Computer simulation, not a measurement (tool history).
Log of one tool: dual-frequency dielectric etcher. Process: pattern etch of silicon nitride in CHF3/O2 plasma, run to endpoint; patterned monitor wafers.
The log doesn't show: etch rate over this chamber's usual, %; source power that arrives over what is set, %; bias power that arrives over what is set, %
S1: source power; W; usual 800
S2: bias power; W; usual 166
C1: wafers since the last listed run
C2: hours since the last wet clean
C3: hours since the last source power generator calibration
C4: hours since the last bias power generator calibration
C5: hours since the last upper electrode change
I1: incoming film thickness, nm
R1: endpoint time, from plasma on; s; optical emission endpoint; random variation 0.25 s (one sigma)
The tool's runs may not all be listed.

run    hour   S1   S2    C1     C2      C3      C4      C5     I1    R1
  1     0.0  800  188     0   69.1  2212.6  4150.8  5790.8   99.0  52.3
  2    40.1  800  188   368  109.2  2252.7  4190.9  5830.9   98.8  51.9
  3    92.8  800  188   484  161.9  2305.4  4243.6  5883.6   98.8  51.8
  4   136.3  800  178   399  205.4  2348.9  4287.1  5927.1  100.1  53.9
  5   185.3  800  178   450  254.4  2397.9  4336.1  5976.1  100.0  53.9
  6   250.2  800  166   596  319.3  2462.8  4401.0  6041.0   99.1  54.9
  7   275.2  800  166   229  344.3  2487.8  4426.0  6066.0  100.5  55.5
  8   347.1  800  166   660  416.2  2559.7  4497.9  6137.9   99.8  55.1
      383.7  -- wet clean of the chamber
  9   387.2  800  166   147    3.5  2599.8  4538.0  6178.0   99.5  55.9
 10   448.3  800  166   561   64.6  2660.9  4599.1  6239.1   99.5  55.7
      468.0  -- source power generator calibrated
      523.1  -- bias power generator calibrated
 11   523.6  800  166   618  139.9    55.6     0.5  6314.4   99.1  55.4
 12   548.7  800  166   230  165.0    80.7    25.6  6339.5   99.6  55.3
 13   606.5  800  166   531  222.8   138.5    83.4  6397.3   99.5  55.3
 14   674.5  870  201   624  290.8   206.5   151.4  6465.3   99.5  48.5
      865.8  -- upper electrode replaced
 15   880.5  890  128  1672  496.8   412.5   357.4    14.7  101.0  59.0
      914.7  -- wet clean of the chamber
 16   915.1  700  203    97    0.4   447.1   392.0    49.3   98.4  53.2
 17   952.2  670  203   340   37.5   484.2   429.1    86.4  100.1  55.3
 18  1015.6  800  143   582  100.9   547.6   492.5   149.8   99.4  59.1
 19  1070.8  890  189   507  156.1   602.8   547.7   205.0   98.1  49.0
 20  1103.6  620  153   301  188.9   635.6   580.5   237.8   98.4  64.3
 21  1129.5  950  178   238  214.8   661.5   606.4   263.7  100.1  49.5
 22  1183.7  610  198   498  269.0   715.7   660.6   317.9   99.2  57.8
 23  1219.2  800  187   326  304.5   751.2   696.1   353.4   98.7  51.5

What the log doesn't show, run by run:
source power that arrives over what is set, %: 0 in every run
bias power that arrives over what is set, %: 0 in every run
H1: etch rate over this chamber's usual, %
run      H1
  1   0.348
  2   0.545
  3   0.803
  4    1.02
  5    1.26
  6    1.58
  7     1.7
  8    2.05
  9  0.0416
 10   0.341
 11   0.711
 12   0.834
 13    1.12
 14    1.45
 15    2.46
 16   0.379
 17   0.561
 18   0.872
 19    1.14
 20     1.3
 21    1.43
 22     1.7
 23    1.87

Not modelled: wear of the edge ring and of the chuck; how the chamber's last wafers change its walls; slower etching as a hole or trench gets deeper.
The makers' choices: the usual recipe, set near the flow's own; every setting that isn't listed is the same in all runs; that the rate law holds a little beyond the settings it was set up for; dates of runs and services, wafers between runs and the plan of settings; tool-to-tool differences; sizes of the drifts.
